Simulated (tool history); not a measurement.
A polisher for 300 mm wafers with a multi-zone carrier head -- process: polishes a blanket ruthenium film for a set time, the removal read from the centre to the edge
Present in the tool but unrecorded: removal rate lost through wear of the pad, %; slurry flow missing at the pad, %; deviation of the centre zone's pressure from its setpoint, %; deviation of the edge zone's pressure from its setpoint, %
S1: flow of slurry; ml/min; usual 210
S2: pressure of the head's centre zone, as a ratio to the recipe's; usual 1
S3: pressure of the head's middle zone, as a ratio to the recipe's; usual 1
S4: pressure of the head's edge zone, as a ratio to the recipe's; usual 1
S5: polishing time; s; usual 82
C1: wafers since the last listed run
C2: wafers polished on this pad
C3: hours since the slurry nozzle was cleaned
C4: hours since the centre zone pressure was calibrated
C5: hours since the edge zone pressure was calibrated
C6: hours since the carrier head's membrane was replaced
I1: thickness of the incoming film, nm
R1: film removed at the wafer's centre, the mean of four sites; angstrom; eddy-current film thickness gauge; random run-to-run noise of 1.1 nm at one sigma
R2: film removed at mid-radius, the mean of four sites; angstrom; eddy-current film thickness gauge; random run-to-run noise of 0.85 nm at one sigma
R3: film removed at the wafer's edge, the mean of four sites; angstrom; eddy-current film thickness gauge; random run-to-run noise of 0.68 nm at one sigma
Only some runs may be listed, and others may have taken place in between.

run,day,S1,S2,S3,S4,S5,C1,C2,C3,C4,C5,C6,I1,R1,R2,R3
1,0,210,1,1,1,82,0,375,417.4,755.7,1405,1920.4,527,799,805,826
2,0.646,210,1,1,1,82,92,467,432.9,771.2,1420.5,1935.9,518.5,791,809,824
3,1.146,210,1,1,1,82,71,539,444.9,783.2,1432.5,1947.9,537.3,798,811,821
4,1.725,210,1,1,1,82,83,622,458.8,797.1,1446.4,1961.8,524.3,810,797,826
5,2.312,155,1,1,1,60,84,707,472.9,811.2,1460.5,1975.9,529.1,520,541,562
6,2.971,155,1,1,1,60,94,801,488.7,827,1476.3,1991.7,530.5,523,526,561
7,3.379,280,1,1,1,108,58,860,498.5,836.8,1486.1,2001.5,541.2,1120,1098,1114
8,3.708,165,1.04,1.06,1.12,82,47,907,506.4,844.7,1494,2009.4,528.8,763,772,832
# day 4.05: centre zone pressure recalibrated
9,4.142,210,1,1,1,82,50,958,516.8,2.2,1504.4,2019.8,523.4,778,772,818
# day 4.421: worn pad replaced by a new one
10,4.829,245,1.06,0.95,1.11,82,74,58,533.3,18.7,1520.9,2036.3,529.5,847,775,869
11,5.446,245,1,1,1,82,88,147,548.1,33.5,1535.7,2051.1,528.1,797,804,829

Run 12 comes next. What will it give?
12,6.108,210,1,1,1,82,95,242,564,49.4,1551.6,2067,529.5,?,?,?

Run 12 yielded R1 753 angstrom, R2 776 angstrom, R3 798 angstrom.
With the hidden condition absent and the run-to-run variation left alone, this run would have shown R1 861 angstrom, R2 873 angstrom, R3 869 angstrom.
